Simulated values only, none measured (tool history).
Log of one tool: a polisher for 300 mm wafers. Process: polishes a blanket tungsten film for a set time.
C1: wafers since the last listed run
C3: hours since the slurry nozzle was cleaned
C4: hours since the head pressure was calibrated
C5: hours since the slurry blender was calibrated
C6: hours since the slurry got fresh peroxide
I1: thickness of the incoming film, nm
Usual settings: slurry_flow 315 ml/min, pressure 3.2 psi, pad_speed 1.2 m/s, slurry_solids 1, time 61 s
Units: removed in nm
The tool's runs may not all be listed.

{"run": 1, "hour": 0.0, "slurry_flow": 315, "pressure": 3.2, "pad_speed": 1.2, "slurry_solids": 1, "time": 61, "C1": 0, "wafers polished on this pad": 3498, "C3": 383.6, "C4": 615.4, "C5": 159.4, "C6": 26.3, "I1": 885.2, "removed": 261.4}
{"hour": 44.1, "done": "worn pad replaced by a new one"}
{"run": 2, "hour": 48.4, "slurry_flow": 315, "pressure": 3.2, "pad_speed": 1.2, "slurry_solids": 1, "time": 61, "C1": 555, "wafers polished on this pad": 53, "C3": 432, "C4": 663.8, "C5": 207.8, "C6": 74.7, "I1": 907, "removed": 258.8}
{"hour": 95.6, "done": "slurry blender recalibrated"}
{"run": 3, "hour": 155.4, "slurry_flow": 315, "pressure": 3.2, "pad_speed": 0.96, "slurry_solids": 1, "time": 61, "C1": 1312, "wafers polished on this pad": 1366, "C3": 539, "C4": 770.8, "C5": 59.8, "C6": 181.7, "I1": 901.5, "removed": 211.9}
{"run": 4, "hour": 214.9, "slurry_flow": 315, "pressure": 3.2, "pad_speed": 0.96, "slurry_solids": 1, "time": 61, "C1": 744, "wafers polished on this pad": 2110, "C3": 598.5, "C4": 830.3, "C5": 119.3, "C6": 241.2, "I1": 900.6, "removed": 212}
{"run": 5, "hour": 286.9, "slurry_flow": 315, "pressure": 3.2, "pad_speed": 1.2, "slurry_solids": 1, "time": 61, "C1": 900, "wafers polished on this pad": 3011, "C3": 670.5, "C4": 902.3, "C5": 191.3, "C6": 313.2, "I1": 896.1, "removed": 250.8}
{"hour": 296.3, "done": "slurry tank refilled with fresh slurry and peroxide"}
{"run": 6, "hour": 323.9, "slurry_flow": 315, "pressure": 3.2, "pad_speed": 1.2, "slurry_solids": 1, "time": 61, "C1": 450, "wafers polished on this pad": 3461, "C3": 707.5, "C4": 939.3, "C5": 228.3, "C6": 27.6, "I1": 898.7, "removed": 263.1}
{"hour": 354.4, "done": "worn pad replaced by a new one"}
{"run": 7, "hour": 373.5, "slurry_flow": 260, "pressure": 3.2, "pad_speed": 1.2, "slurry_solids": 1, "time": 61, "C1": 570, "wafers polished on this pad": 238, "C3": 757.1, "C4": 988.9, "C5": 277.9, "C6": 77.2, "I1": 905.7, "removed": 255.6}
{"hour": 378.8, "done": "slurry blender recalibrated"}
{"run": 8, "hour": 416.2, "slurry_flow": 315, "pressure": 2.6, "pad_speed": 0.92, "slurry_solids": 1, "time": 61, "C1": 508, "wafers polished on this pad": 747, "C3": 799.8, "C4": 1031.6, "C5": 37.4, "C6": 119.9, "I1": 901.5, "removed": 165.8}
{"run": 9, "hour": 458.6, "slurry_flow": 315, "pressure": 2.6, "pad_speed": 0.92, "slurry_solids": 1, "time": 61, "C1": 530, "wafers polished on this pad": 1278, "C3": 842.2, "C4": 1074, "C5": 79.8, "C6": 162.3, "I1": 902.6, "removed": 165.3}
{"hour": 473.1, "done": "slurry nozzle cleaned"}
{"run": 10, "hour": 508.4, "slurry_flow": 315, "pressure": 2.6, "pad_speed": 0.92, "slurry_solids": 1, "time": 61, "C1": 610, "wafers polished on this pad": 1888, "C3": 35.3, "C4": 1123.8, "C5": 129.6, "C6": 212.1, "I1": 908.6, "removed": 163.8}
{"run": 11, "hour": 578.7, "slurry_flow": 315, "pressure": 3.2, "pad_speed": 1.2, "slurry_solids": 1, "time": 61, "C1": 879, "wafers polished on this pad": 2767, "C3": 105.6, "C4": 1194.1, "C5": 199.9, "C6": 282.4, "I1": 902.5, "removed": 253.5}
{"run": 12, "hour": 613.0, "slurry_flow": 315, "pressure": 2.8, "pad_speed": 1.2, "slurry_solids": 1, "time": 61, "C1": 428, "wafers polished on this pad": 3196, "C3": 139.9, "C4": 1228.4, "C5": 234.2, "C6": 316.7, "I1": 886.2, "removed": 219.1}
{"hour": 628.8, "done": "slurry tank refilled with fresh slurry and peroxide"}
{"hour": 641.4, "done": "slurry blender recalibrated"}
{"hour": 676.4, "done": "worn pad replaced by a new one"}
{"run": 13, "hour": 676.9, "slurry_flow": 315, "pressure": 3.2, "pad_speed": 0.96, "slurry_solids": 1, "time": 53, "C1": 711, "wafers polished on this pad": 6, "C3": 203.8, "C4": 1292.3, "C5": 35.5, "C6": 48.1, "I1": 883.7, "removed": 188.1}
{"run": 14, "hour": 744.3, "slurry_flow": 315, "pressure": 3.2, "pad_speed": 1.2, "slurry_solids": 1, "time": 61, "C1": 842, "wafers polished on this pad": 849, "C3": 271.2, "C4": 1359.7, "C5": 102.9, "C6": 115.5, "I1": 900.4, "removed": 254.4}
{"run": 15, "hour": 794.2, "slurry_flow": 315, "pressure": 3.2, "pad_speed": 0.86, "slurry_solids": 0.85, "time": 61, "C1": 623, "wafers polished on this pad": 1473, "C3": 321.1, "C4": 1409.6, "C5": 152.8, "C6": 165.4, "I1": 916.3, "removed": 188.8}
{"run": 16, "hour": 825.4, "slurry_flow": 315, "pressure": 3.2, "pad_speed": 1.2, "slurry_solids": 1, "time": 61, "C1": 390, "wafers polished on this pad": 1863, "C3": 352.3, "C4": 1440.8, "C5": 184, "C6": 196.6, "I1": 911.3, "removed": 251.7}
{"hour": 833.2, "done": "head pressure recalibrated"}
{"run": 17, "hour": 880.4, "slurry_flow": 315, "pressure": 3.2, "pad_speed": 1.5, "slurry_solids": 0.85, "time": 61, "C1": 662, "wafers polished on this pad": 2526, "C3": 407.3, "C4": 47.2, "C5": 239, "C6": 251.6, "I1": 907.6, "removed": 291.1}
{"run": 18, "hour": 939.9, "slurry_flow": 315, "pressure": 4.1, "pad_speed": 1.2, "slurry_solids": 1, "time": 61, "C1": 744, "wafers polished on this pad": 3270, "C3": 466.8, "C4": 106.7, "C5": 298.5, "C6": 311.1, "I1": 898.5, "removed": 321.2}
{"hour": 945.4, "done": "worn pad replaced by a new one"}
{"hour": 947.0, "done": "slurry tank refilled with fresh slurry and peroxide"}
{"hour": 949.7, "done": "slurry blender recalibrated"}
{"run": 19, "hour": 974.8, "slurry_flow": 315, "pressure": 4.2, "pad_speed": 1.62, "slurry_solids": 1.15, "time": 61, "C1": 348, "wafers polished on this pad": 330, "C3": 501.7, "C4": 141.6, "C5": 25.1, "C6": 27.8, "I1": 894.1, "removed": 459.1}
{"run": 20, "hour": 1042.0, "slurry_flow": 315, "pressure": 3.2, "pad_speed": 1.2, "slurry_solids": 1, "time": 61, "C1": 840, "wafers polished on this pad": 1170, "C3": 568.9, "C4": 208.8, "C5": 92.3, "C6": 95, "I1": 895.4, "removed": 258.1}
{"run": 21, "hour": 1094.8, "slurry_flow": 280, "pressure": 3.6, "pad_speed": 0.8, "slurry_solids": 1, "time": 61, "C1": 660, "wafers polished on this pad": 1830, "C3": 621.7, "C4": 261.6, "C5": 145.1, "C6": 147.8, "I1": 901.3, "removed": 207.2}
{"run": 22, "hour": 1160.3, "slurry_flow": 315, "pressure": 3.2, "pad_speed": 1.2, "slurry_solids": 1, "time": 44, "C1": 819, "wafers polished on this pad": 2649, "C3": 687.2, "C4": 327.1, "C5": 210.6, "C6": 213.3, "I1": 882.1, "removed": 180.4}
{"hour": 1202.8, "done": "slurry nozzle cleaned"}
{"hour": 1203.7, "done": "slurry tank refilled with fresh slurry and peroxide"}
{"run": 23, "hour": 1205.8, "slurry_flow": 315, "pressure": 3.2, "pad_speed": 1.2, "slurry_solids": 1, "time": 61, "C1": 544, "wafers polished on this pad": 3194, "C3": 3, "C4": 372.6, "C5": 256.1, "C6": 2.1, "I1": 901.7, "removed": 265.4}
{"run": 24, "hour": 1231.9, "slurry_flow": 420, "pressure": 3.2, "pad_speed": 1.2, "slurry_solids": 1, "time": 55, "C1": 326, "wafers polished on this pad": 3520, "C3": 29.1, "C4": 398.7, "C5": 282.2, "C6": 28.2, "I1": 903.6, "removed": 244.8}
{"run": 25, "hour": 1258.7, "slurry_flow": 415, "pressure": 3.2, "pad_speed": 1.2, "slurry_solids": 1, "time": 55, "C1": 335, "wafers polished on this pad": 3856, "C3": 55.9, "C4": 425.5, "C5": 309, "C6": 55, "I1": 892.1, "removed": 238.7}

5 ways to go on from here, each from the tool as it stands after run 25. What would each give?
{"run": "A", "hour": 1259.1, "slurry_flow": 375, "pressure": 3.2, "pad_speed": 1.2, "slurry_solids": 1, "time": 61, "C1": 5, "wafers polished on this pad": 3861, "C3": 56.3, "C4": 425.9, "C5": 309.4, "C6": 55.4, "I1": 907.6, "removed": "?"}
{"run": "B", "hour": 1259.1, "slurry_flow": 315, "pressure": 3.2, "pad_speed": 1.32, "slurry_solids": 1, "time": 61, "C1": 5, "wafers polished on this pad": 3861, "C3": 56.3, "C4": 425.9, "C5": 309.4, "C6": 55.4, "I1": 907.6, "removed": "?"}
{"run": "C", "hour": 1259.1, "slurry_flow": 380, "pressure": 3.2, "pad_speed": 1.2, "slurry_solids": 1, "time": 61, "C1": 5, "wafers polished on this pad": 3861, "C3": 56.3, "C4": 425.9, "C5": 309.4, "C6": 55.4, "I1": 907.6, "removed": "?"}
{"run": "D", "hour": 1259.1, "slurry_flow": 360, "pressure": 3.2, "pad_speed": 1.62, "slurry_solids": 1, "time": 77, "C1": 5, "wafers polished on this pad": 3861, "C3": 56.3, "C4": 425.9, "C5": 309.4, "C6": 55.4, "I1": 907.6, "removed": "?"}
{"run": "E", "hour": 1259.1, "slurry_flow": 315, "pressure": 3.8, "pad_speed": 0.98, "slurry_solids": 0.8, "time": 73, "C1": 5, "wafers polished on this pad": 3861, "C3": 56.3, "C4": 425.9, "C5": 309.4, "C6": 55.4, "I1": 907.6, "removed": "?"}

run=A removed=261.8
run=B removed=280.2
run=C removed=262.1
run=D removed=424.6
run=E removed=297.2
Without the tool's hidden state the same runs would have given:
run=A removed=268.4
run=B removed=287.1
run=C removed=268.6
run=D removed=435.2
run=E removed=304.6
